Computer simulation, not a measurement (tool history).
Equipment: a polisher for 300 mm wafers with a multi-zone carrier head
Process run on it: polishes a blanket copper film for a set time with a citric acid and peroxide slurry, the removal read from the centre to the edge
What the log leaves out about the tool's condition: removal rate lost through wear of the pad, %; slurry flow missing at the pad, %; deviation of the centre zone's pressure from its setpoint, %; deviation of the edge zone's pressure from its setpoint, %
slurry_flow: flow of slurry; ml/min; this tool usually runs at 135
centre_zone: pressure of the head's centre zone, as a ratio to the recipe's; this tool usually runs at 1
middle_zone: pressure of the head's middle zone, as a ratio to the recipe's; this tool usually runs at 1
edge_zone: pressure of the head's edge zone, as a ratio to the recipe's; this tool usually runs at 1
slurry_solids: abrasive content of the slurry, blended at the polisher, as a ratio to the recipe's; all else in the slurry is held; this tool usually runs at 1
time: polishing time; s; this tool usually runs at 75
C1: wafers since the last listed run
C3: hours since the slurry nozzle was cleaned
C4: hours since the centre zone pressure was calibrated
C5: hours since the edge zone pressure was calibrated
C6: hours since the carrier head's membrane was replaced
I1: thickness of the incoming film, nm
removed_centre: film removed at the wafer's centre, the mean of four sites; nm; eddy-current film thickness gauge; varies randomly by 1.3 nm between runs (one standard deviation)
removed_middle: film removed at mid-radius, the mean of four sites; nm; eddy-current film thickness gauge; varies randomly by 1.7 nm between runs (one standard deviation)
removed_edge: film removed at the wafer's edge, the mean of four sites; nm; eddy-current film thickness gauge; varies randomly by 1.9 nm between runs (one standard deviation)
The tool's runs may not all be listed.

run 1 hour=0 | slurry_flow=135 centre_zone=1 middle_zone=1 edge_zone=1 slurry_solids=1 time=75 | C1=0 wafers_polished_on_this_pad=1806 C3=11.6 C4=465.7 C5=1281.5 C6=2073.4 | I1=1003.2 | removed_centre=122.2 removed_middle=125.1 removed_edge=122
-- hour=70.2 carrier head's membrane replaced by a new one
-- hour=195.9 worn pad replaced by a new one
run 2 hour=196.4 | slurry_flow=135 centre_zone=0.95 middle_zone=1 edge_zone=1 slurry_solids=1 time=75 | C1=1568 wafers_polished_on_this_pad=4 C3=208 C4=662.1 C5=1477.9 C6=126.2 | I1=1007.5 | removed_centre=122.2 removed_middle=126.1 removed_edge=131.5
-- hour=211.7 edge zone pressure recalibrated
run 3 hour=235.5 | slurry_flow=135 centre_zone=0.95 middle_zone=1 edge_zone=1 slurry_solids=1 time=75 | C1=310 wafers_polished_on_this_pad=314 C3=247.1 C4=701.2 C5=23.8 C6=165.3 | I1=1012.4 | removed_centre=116.6 removed_middle=124.5 removed_edge=127.2
run 4 hour=325.3 | slurry_flow=135 centre_zone=1 middle_zone=1 edge_zone=1 slurry_solids=1 time=75 | C1=751 wafers_polished_on_this_pad=1066 C3=336.9 C4=791 C5=113.6 C6=255.1 | I1=993.7 | removed_centre=122.9 removed_middle=127.9 removed_edge=126.6
-- hour=364.6 centre zone pressure recalibrated
run 5 hour=420.4 | slurry_flow=135 centre_zone=1 middle_zone=1 edge_zone=1 slurry_solids=1 time=75 | C1=779 wafers_polished_on_this_pad=1845 C3=432 C4=55.8 C5=208.7 C6=350.2 | I1=999.8 | removed_centre=116.2 removed_middle=119.8 removed_edge=123.4
-- hour=424.2 slurry nozzle cleaned
run 6 hour=495.7 | slurry_flow=135 centre_zone=1 middle_zone=1 edge_zone=1 slurry_solids=0.7 time=51 | C1=621 wafers_polished_on_this_pad=2467 C3=71.5 C4=131.1 C5=284 C6=425.5 | I1=1015.2 | removed_centre=75.8 removed_middle=76.6 removed_edge=77.2
run 7 hour=581.2 | slurry_flow=135 centre_zone=1 middle_zone=1 edge_zone=1 slurry_solids=1 time=75 | C1=715 wafers_polished_on_this_pad=3182 C3=157 C4=216.6 C5=369.5 C6=511 | I1=995.9 | removed_centre=118.7 removed_middle=120.1 removed_edge=121.3
run 8 hour=673.9 | slurry_flow=135 centre_zone=1 middle_zone=0.93 edge_zone=1 slurry_solids=1 time=75 | C1=775 wafers_polished_on_this_pad=3958 C3=249.7 C4=309.3 C5=462.2 C6=603.7 | I1=1014.3 | removed_centre=114.7 removed_middle=108 removed_edge=117.7
-- hour=687 worn pad replaced by a new one
run 9 hour=727.6 | slurry_flow=135 centre_zone=0.96 middle_zone=0.89 edge_zone=1 slurry_solids=1 time=75 | C1=415 wafers_polished_on_this_pad=340 C3=303.4 C4=363 C5=515.9 C6=657.4 | I1=983.3 | removed_centre=119.5 removed_middle=114.3 removed_edge=132.6
run 10 hour=777 | slurry_flow=135 centre_zone=1.07 middle_zone=1 edge_zone=1 slurry_solids=1 time=90 | C1=413 wafers_polished_on_this_pad=753 C3=352.8 C4=412.4 C5=565.3 C6=706.8 | I1=994.7 | removed_centre=159 removed_middle=149.4 removed_edge=155
-- hour=834.1 slurry nozzle cleaned
run 11 hour=881.5 | slurry_flow=175 centre_zone=0.96 middle_zone=1 edge_zone=1 slurry_solids=0.8 time=63 | C1=866 wafers_polished_on_this_pad=1619 C3=47.4 C4=516.9 C5=669.8 C6=811.3 | I1=994.3 | removed_centre=99.2 removed_middle=103.7 removed_edge=106.2
run 12 hour=952.1 | slurry_flow=175 centre_zone=1 middle_zone=1 edge_zone=1.05 slurry_solids=1.25 time=75 | C1=590 wafers_polished_on_this_pad=2210 C3=118 C4=587.5 C5=740.4 C6=881.9 | I1=1022.4 | removed_centre=135.9 removed_middle=137 removed_edge=139.8
run 13 hour=1041.7 | slurry_flow=135 centre_zone=1 middle_zone=1 edge_zone=1 slurry_solids=1.15 time=75 | C1=749 wafers_polished_on_this_pad=2960 C3=207.6 C4=677.1 C5=830 C6=971.5 | I1=997 | removed_centre=123.8 removed_middle=120.9 removed_edge=125.3
run 14 hour=1109.1 | slurry_flow=135 centre_zone=1 middle_zone=1 edge_zone=1.08 slurry_solids=1 time=75 | C1=564 wafers_polished_on_this_pad=3524 C3=275 C4=744.5 C5=897.4 C6=1038.9 | I1=1015.7 | removed_centre=113.7 removed_middle=116.8 removed_edge=121.7
-- hour=1147.8 worn pad replaced by a new one
run 15 hour=1169.3 | slurry_flow=135 centre_zone=1 middle_zone=1.06 edge_zone=1.06 slurry_solids=1.2 time=97 | C1=470 wafers_polished_on_this_pad=180 C3=335.2 C4=804.7 C5=957.6 C6=1099.1 | I1=986.5 | removed_centre=172.3 removed_middle=177.1 removed_edge=179.2
run 16 hour=1223 | slurry_flow=135 centre_zone=1 middle_zone=1 edge_zone=1 slurry_solids=1 time=75 | C1=449 wafers_polished_on_this_pad=629 C3=388.9 C4=858.4 C5=1011.3 C6=1152.8 | I1=1008.8 | removed_centre=123.9 removed_middle=125.3 removed_edge=126.9
-- hour=1225.6 centre zone pressure recalibrated
-- hour=1275.1 slurry nozzle cleaned
run 17 hour=1302.6 | slurry_flow=135 centre_zone=1 middle_zone=1 edge_zone=1 slurry_solids=1 time=75 | C1=641 wafers_polished_on_this_pad=1270 C3=27.5 C4=77 C5=1090.9 C6=1232.4 | I1=1002 | removed_centre=125.8 removed_middle=129 removed_edge=125.9
run 18 hour=1377.1 | slurry_flow=135 centre_zone=1 middle_zone=1 edge_zone=1 slurry_solids=1 time=75 | C1=623 wafers_polished_on_this_pad=1894 C3=102 C4=151.5 C5=1165.4 C6=1306.9 | I1=1007.7 | removed_centre=123.3 removed_middle=125.7 removed_edge=126.5
run 19 hour=1450.1 | slurry_flow=150 centre_zone=1 middle_zone=1 edge_zone=1 slurry_solids=1 time=67 | C1=610 wafers_polished_on_this_pad=2505 C3=175 C4=224.5 C5=1238.4 C6=1379.9 | I1=994.2 | removed_centre=108.9 removed_middle=111.4 removed_edge=112

Estimate the outcome of run 20 from the log above:
run 20 hour=1520.2 | slurry_flow=135 centre_zone=1 middle_zone=1 edge_zone=1 slurry_solids=1 time=75 | C1=586 wafers_polished_on_this_pad=3091 C3=245.1 C4=294.6 C5=1308.5 C6=1450 | I1=986.2 | removed_centre=? removed_middle=? removed_edge=?

{"run 20": {"removed_centre": 118, "removed_middle": 120.4, "removed_edge": 121.1}}
Were there no unlogged condition in the tool, this run, its random variation unchanged, would have produced removed_centre 127.9 nm, removed_middle 130.2 nm, removed_edge 130.4 nm.
